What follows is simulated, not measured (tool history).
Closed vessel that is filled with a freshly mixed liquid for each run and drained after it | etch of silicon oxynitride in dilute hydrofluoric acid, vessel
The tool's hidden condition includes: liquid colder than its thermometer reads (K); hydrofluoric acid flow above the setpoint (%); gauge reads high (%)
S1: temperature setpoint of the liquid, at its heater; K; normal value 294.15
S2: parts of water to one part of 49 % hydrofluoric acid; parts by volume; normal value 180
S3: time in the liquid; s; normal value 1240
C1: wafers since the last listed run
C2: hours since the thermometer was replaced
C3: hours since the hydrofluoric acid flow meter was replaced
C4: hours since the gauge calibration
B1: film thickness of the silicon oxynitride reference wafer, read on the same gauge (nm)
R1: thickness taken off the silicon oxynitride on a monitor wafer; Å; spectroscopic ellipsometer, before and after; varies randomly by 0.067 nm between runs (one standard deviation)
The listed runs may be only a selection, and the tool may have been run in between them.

run 1 hour=0.0 | S1=294.15 S2=180 S3=1240 | C1=0 C2=1075.4 C3=503.6 C4=348.6 | B1=109.99 | R1=144.9
-- hour=35.3 hydrofluoric acid flow meter replaced
run 2 hour=61.0 | S1=294.15 S2=155 S3=1240 | C1=3005 C2=1136.4 C3=25.7 C4=409.6 | B1=110.04 | R1=172.3
run 3 hour=123.7 | S1=294.15 S2=155 S3=1240 | C1=3140 C2=1199.1 C3=88.4 C4=472.3 | B1=110.03 | R1=172.2
run 4 hour=155.0 | S1=294.15 S2=180 S3=1240 | C1=1567 C2=1230.4 C3=119.7 C4=503.6 | B1=110.00 | R1=145.8
run 5 hour=184.3 | S1=294.15 S2=180 S3=1240 | C1=1467 C2=1259.7 C3=149.0 C4=532.9 | B1=109.99 | R1=144.9
run 6 hour=247.2 | S1=294.15 S2=180 S3=1240 | C1=3150 C2=1322.6 C3=211.9 C4=595.8 | B1=109.98 | R1=145.4
-- hour=279.4 gauge calibrated
run 7 hour=313.8 | S1=294.15 S2=180 S3=1240 | C1=3335 C2=1389.2 C3=278.5 C4=34.4 | B1=110.07 | R1=145.8
run 8 hour=354.8 | S1=294.15 S2=180 S3=1240 | C1=2053 C2=1430.2 C3=319.5 C4=75.4 | B1=110.02 | R1=146.0
run 9 hour=386.7 | S1=294.15 S2=180 S3=1240 | C1=1597 C2=1462.1 C3=351.4 C4=107.3 | B1=110.01 | R1=145.8
-- hour=417.0 thermometer replaced
run 10 hour=437.9 | S1=290.15 S2=205 S3=1910 | C1=2514 C2=20.9 C3=402.6 C4=158.5 | B1=109.98 | R1=160.0
run 11 hour=494.9 | S1=294.15 S2=180 S3=1240 | C1=2854 C2=77.9 C3=459.6 C4=215.5 | B1=110.00 | R1=146.0
-- hour=518.1 hydrofluoric acid flow meter replaced
run 12 hour=538.1 | S1=296.65 S2=110 S3=1240 | C1=2113 C2=121.1 C3=20.0 C4=258.7 | B1=110.01 | R1=280.3
run 13 hour=653.9 | S1=294.15 S2=120 S3=680 | C1=5799 C2=236.9 C3=135.8 C4=374.5 | B1=110.01 | R1=124.5
run 14 hour=711.6 | S1=296.15 S2=140 S3=1240 | C1=2889 C2=294.6 C3=193.5 C4=432.2 | B1=110.01 | R1=212.4
run 15 hour=761.6 | S1=294.15 S2=180 S3=1240 | C1=2504 C2=344.6 C3=243.5 C4=482.2 | B1=109.97 | R1=143.9
run 16 hour=792.9 | S1=292.15 S2=180 S3=1665 | C1=1567 C2=375.9 C3=274.8 C4=513.5 | B1=110.01 | R1=179.0

Each row is a separate what-if for the run after 16, all from the same tool condition, not one after another. Results?
run A hour=793.9 | S1=294.15 S2=180 S3=1240 | C1=50 C2=376.9 C3=275.8 C4=514.5 | B1=? | R1=?
run B hour=793.9 | S1=291.65 S2=155 S3=1910 | C1=50 C2=376.9 C3=275.8 C4=514.5 | B1=? | R1=?
run C hour=793.9 | S1=298.15 S2=245 S3=705 | C1=50 C2=376.9 C3=275.8 C4=514.5 | B1=? | R1=?
run D hour=793.9 | S1=296.15 S2=270 S3=1635 | C1=50 C2=376.9 C3=275.8 C4=514.5 | B1=? | R1=?

run=A B1=110.01 R1=145.9
run=B B1=110.01 R1=235.7
run=C B1=110.01 R1=69.6
run=D B1=110.01 R1=131.9
Take away the tool's hidden state, keep each run's random variation, and the runs would have read:
run=A R1=145.9
run=B R1=235.7
run=C R1=69.6
run=D R1=131.9
